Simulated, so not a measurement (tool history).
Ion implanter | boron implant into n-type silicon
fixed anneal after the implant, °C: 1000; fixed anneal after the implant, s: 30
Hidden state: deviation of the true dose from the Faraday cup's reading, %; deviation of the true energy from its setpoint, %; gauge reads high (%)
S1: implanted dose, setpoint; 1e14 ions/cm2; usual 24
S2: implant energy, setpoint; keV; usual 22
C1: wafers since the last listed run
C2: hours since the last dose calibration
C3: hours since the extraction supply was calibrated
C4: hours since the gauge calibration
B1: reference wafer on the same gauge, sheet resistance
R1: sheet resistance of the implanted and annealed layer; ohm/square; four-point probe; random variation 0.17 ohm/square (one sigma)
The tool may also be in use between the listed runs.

run	hour	S1	S2	C1	C2	C3	C4	B1	R1
1	0	24	22	0	568.1	3957.1	249.1	59.23	72.08
2	9.2	24	22	115	577.3	3966.3	258.3	59.39	72.14
3	53.7	24	22	558	621.8	4010.8	302.8	59.24	72.77
4	59.9	24	22	77	628	4017	309	59.34	72.4
5	67.8	24	22	99	635.9	4024.9	316.9	59.3	72.55
6	75	20.83	22	90	643.1	4032.1	324.1	59.26	78.18
7	81.3	24	22	79	649.4	4038.4	330.4	59.26	72.42
8	94.9	24	22	170	663	4052	344	59.32	72.74
9	108.2	24	22	166	676.3	4065.3	357.3	59.3	72.82
10	115.9	24	22	96	684	4073	365	59.26	72.4
11	131.8	19.6	24.5	199	699.9	4088.9	380.9	59.28	78.9
12	141.4	19.6	24.5	120	709.5	4098.5	390.5	59.31	78.65
13	172.6	19.6	24.5	391	740.7	4129.7	421.7	59.33	79.13
14	180.1	24	22	94	748.2	4137.2	429.2	59.25	72.52
15	195.8	24	22	197	763.9	4152.9	444.9	59.32	72.45
16	207.1	24	22	141	775.2	4164.2	456.2	59.32	72.89
# hour 208.8: gauge calibrated
17	224	24	18.5	212	792.1	4181.1	15.2	59.39	77.31
# hour 239.3: Faraday cup replaced and dose calibrated
18	239.8	18.95	28.5	97	0.5	4196.9	31	59.28	76.51
19	292.1	24	22	656	52.8	4249.2	83.3	59.29	71.75
20	305.3	16.93	22	165	66	4262.4	96.5	59.24	86.78
21	317.2	19.7	27	149	77.9	4274.3	108.4	59.25	75.33
# hour 326.7: extraction supply calibrated
22	346.6	30.86	29	268	107.3	19.9	137.8	59.35	58.43
23	354.3	24	22	96	115	27.6	145.5	59.28	71.39
24	367.7	24	22	168	128.4	41	158.9	59.28	71.55
25	375	24	28	91	135.7	48.3	166.2	59.28	66.95
26	381.4	21.95	22	80	142.1	54.7	172.6	59.3	75.05
27	391.9	24	22	131	152.6	65.2	183.1	59.32	71.6
28	406.2	18.09	17	179	166.9	79.5	197.4	59.35	88.76
29	415.7	24	17	119	176.4	89	206.9	59.28	79.14
30	423.7	31.01	29	100	184.4	97	214.9	59.39	58.51
31	433	20.28	18	116	193.7	106.3	224.2	59.29	83.26
32	451.7	17.22	29	234	212.4	125	242.9	59.29	82.22
33	458.8	19.79	26	89	219.5	132.1	250	59.34	75.96

Hidden state at the last listed run before each entry between runs and at the first one after, where it differs:
Between runs 16 and 17: gauge calibrated (hour 208.8)
  deviation of the true dose from the Faraday cup's reading, %: -4.12 -> -4.2
  measured less the result without the state, R1: +1.4 -> +1.28 ohm/square
Between runs 17 and 18: Faraday cup replaced and dose calibrated (hour 239.3)
  deviation of the true dose from the Faraday cup's reading, %: -4.2 -> -0.575
  measured less the result without the state, R1: +1.28 -> +0.3 ohm/square
Between runs 21 and 22: extraction supply calibrated (hour 326.7)
  deviation of the true dose from the Faraday cup's reading, %: -0.926 -> -1.06
  measured less the result without the state, R1: +0.44 -> +0.26 ohm/square

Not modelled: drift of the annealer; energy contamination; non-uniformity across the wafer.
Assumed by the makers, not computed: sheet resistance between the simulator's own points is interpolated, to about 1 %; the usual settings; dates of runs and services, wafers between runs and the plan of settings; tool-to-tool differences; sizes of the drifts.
